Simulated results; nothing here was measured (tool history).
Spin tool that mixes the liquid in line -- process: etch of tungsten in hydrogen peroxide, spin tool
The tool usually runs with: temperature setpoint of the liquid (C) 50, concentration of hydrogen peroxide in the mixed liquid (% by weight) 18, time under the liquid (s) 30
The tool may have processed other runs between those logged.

| run | day | temperature setpoint of the liquid (C) | concentration of hydrogen peroxide in the mixed liquid (% by weight) | time under the liquid (s) | read-back film thickness of the tungsten reference wafer, read on the same gauge (nm) | thickness taken off the tungsten on a monitor wafer (nm) |
|---|---|---|---|---|---|---|
| 1 | 0 | 50 | 18 | 30 | 29.97 | 62.09 |
| 2 | 4.546 | 50 | 18 | 30 | 30 | 61.7 |
|  | 5.15 | gauge calibrated |
| 3 | 8.017 | 46 | 18 | 25 | 30 | 40.31 |
| 4 | 10.338 | 46 | 18 | 25 | 29.97 | 40.63 |
|  | 11.496 | new drum of peroxide connected |
| 5 | 14.133 | 46 | 18 | 25 | 29.97 | 40.54 |
| 6 | 17.296 | 50 | 18 | 30 | 30.02 | 62.26 |
| 7 | 20.908 | 50 | 18 | 30 | 30 | 62.56 |
|  | 23.629 | heated supply line repaired |
| 8 | 25.238 | 50 | 18 | 30 | 29.99 | 65.88 |
| 9 | 27.333 | 56 | 18 | 30 | 29.97 | 93.38 |
| 10 | 30.271 | 46 | 18 | 25 | 30.02 | 42.27 |
|  | 30.683 | new drum of peroxide connected |
| 11 | 32.288 | 50 | 18 | 35 | 29.99 | 76.57 |
|  | 33.15 | peroxide flow meter replaced |
| 12 | 36.05 | 52.5 | 22 | 15 | 30.01 | 40.33 |
| 13 | 39.792 | 43 | 14.5 | 30 | 30.04 | 35.77 |
| 14 | 41.583 | 44.5 | 19.5 | 30 | 29.99 | 45.92 |
|  | 43.154 | thermometer replaced |
| 15 | 43.175 | 50 | 18 | 30 | 29.98 | 61.51 |
| 16 | 45.767 | 50 | 13 | 30 | 30.03 | 53.29 |
| 17 | 48.079 | 60 | 22 | 15 | 30.02 | 62.31 |
| 18 | 49.721 | 50 | 18 | 30 | 30 | 62.29 |
| 19 | 52.275 | 50 | 13.5 | 25 | 29.97 | 45.3 |
|  | 55.783 | new drum of peroxide connected |
| 20 | 56.442 | 46 | 20 | 30 | 30.01 | 51.71 |
| 21 | 60.346 | 58 | 18 | 15 | 29.99 | 50.43 |
| 22 | 66.171 | 59 | 18 | 30 | 29.99 | 107.04 |
| 23 | 70.517 | 50 | 16 | 45 | 30.03 | 88.38 |
| 24 | 74.021 | 42.5 | 19.5 | 15 | 30.03 | 20.51 |
| 25 | 76.15 | 50 | 18 | 30 | 29.98 | 62.87 |

What if the next run were any one of these 5? Each begins from the tool's condition after run 25:
| A | 76.167 | 41.5 | 18 | 30 | ? | ? |
| B | 76.167 | 53.5 | 18 | 30 | ? | ? |
| C | 76.167 | 50 | 22 | 30 | ? | ? |
| D | 76.167 | 50 | 21 | 25 | ? | ? |
| E | 76.167 | 45 | 18 | 30 | ? | ? |

| run | read-back film thickness of the tungsten reference wafer, read on the same gauge (nm) | thickness taken off the tungsten on a monitor wafer (nm) |
|---|---|---|
| A | 29.98 | 36.65 |
| B | 29.98 | 77.35 |
| C | 29.98 | 69.17 |
| D | 29.98 | 56.32 |
| E | 29.98 | 45.84 |
Without the tool's hidden state the same runs would have given:
| run | thickness taken off the tungsten on a monitor wafer (nm) |
|---|---|
| A | 36.33 |
| B | 76.55 |
| C | 68.48 |
| D | 55.76 |
| E | 45.42 |
